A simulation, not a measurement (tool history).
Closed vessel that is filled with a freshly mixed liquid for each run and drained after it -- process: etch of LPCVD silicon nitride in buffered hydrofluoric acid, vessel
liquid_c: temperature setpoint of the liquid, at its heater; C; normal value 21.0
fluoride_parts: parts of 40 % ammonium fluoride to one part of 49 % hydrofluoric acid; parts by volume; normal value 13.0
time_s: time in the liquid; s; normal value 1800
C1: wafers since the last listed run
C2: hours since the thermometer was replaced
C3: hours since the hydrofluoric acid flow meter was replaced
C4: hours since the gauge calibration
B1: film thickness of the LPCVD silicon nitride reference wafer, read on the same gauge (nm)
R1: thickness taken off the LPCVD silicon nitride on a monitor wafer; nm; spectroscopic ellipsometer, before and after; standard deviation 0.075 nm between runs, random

run 1 day=0.000 | liquid_c=18.0 fluoride_parts=16.5 time_s=1800 | C1=0 C2=764.3 C3=1219.5 C4=161.3 | B1=70.00 | R1=10.20
run 2 day=4.042 | liquid_c=18.0 fluoride_parts=16.5 time_s=1800 | C1=2346 C2=861.3 C3=1316.5 C4=258.3 | B1=70.00 | R1=10.10
run 3 day=6.788 | liquid_c=21.0 fluoride_parts=13.0 time_s=2280 | C1=1594 C2=927.2 C3=1382.4 C4=324.2 | B1=70.00 | R1=18.95
run 4 day=8.521 | liquid_c=18.5 fluoride_parts=13.0 time_s=1220 | C1=1006 C2=968.8 C3=1424.0 C4=365.8 | B1=69.99 | R1=8.78
run 5 day=11.246 | liquid_c=18.5 fluoride_parts=13.0 time_s=1220 | C1=1581 C2=1034.2 C3=1489.4 C4=431.2 | B1=70.00 | R1=8.82
run 6 day=14.800 | liquid_c=21.0 fluoride_parts=16.0 time_s=1800 | C1=2063 C2=1119.5 C3=1574.7 C4=516.5 | B1=70.00 | R1=12.15
run 7 day=18.979 | liquid_c=21.0 fluoride_parts=16.0 time_s=1800 | C1=2426 C2=1219.8 C3=1675.0 C4=616.8 | B1=69.98 | R1=12.19
run 8 day=21.129 | liquid_c=21.0 fluoride_parts=13.0 time_s=2285 | C1=1248 C2=1271.4 C3=1726.6 C4=668.4 | B1=69.98 | R1=18.97
-- day=22.917 thermometer replaced
run 9 day=25.112 | liquid_c=21.0 fluoride_parts=13.0 time_s=2285 | C1=2288 C2=52.7 C3=1822.2 C4=764.0 | B1=69.99 | R1=18.99
run 10 day=28.054 | liquid_c=21.0 fluoride_parts=13.0 time_s=1800 | C1=1707 C2=123.3 C3=1892.8 C4=834.6 | B1=69.99 | R1=14.90
run 11 day=31.717 | liquid_c=21.0 fluoride_parts=13.0 time_s=1800 | C1=2126 C2=211.2 C3=1980.7 C4=922.5 | B1=69.99 | R1=14.70
-- day=32.621 hydrofluoric acid flow meter replaced
-- day=35.525 gauge calibrated
run 12 day=35.550 | liquid_c=21.0 fluoride_parts=13.0 time_s=2335 | C1=2201 C2=303.2 C3=70.3 C4=0.6 | B1=70.00 | R1=17.83
run 13 day=39.662 | liquid_c=26.0 fluoride_parts=14.5 time_s=1440 | C1=2387 C2=401.9 C3=169.0 C4=99.3 | B1=69.98 | R1=12.91

Run 14 comes next. What will it give?
run 14 day=42.367 | liquid_c=21.0 fluoride_parts=13.0 time_s=2755 | C1=1569 C2=466.8 C3=233.9 C4=164.2 | B1=? | R1=?

Run 14 measured B1 70.00, R1 20.82 nm.
Without the tool's hidden state the same run would have given R1 23.97 nm.
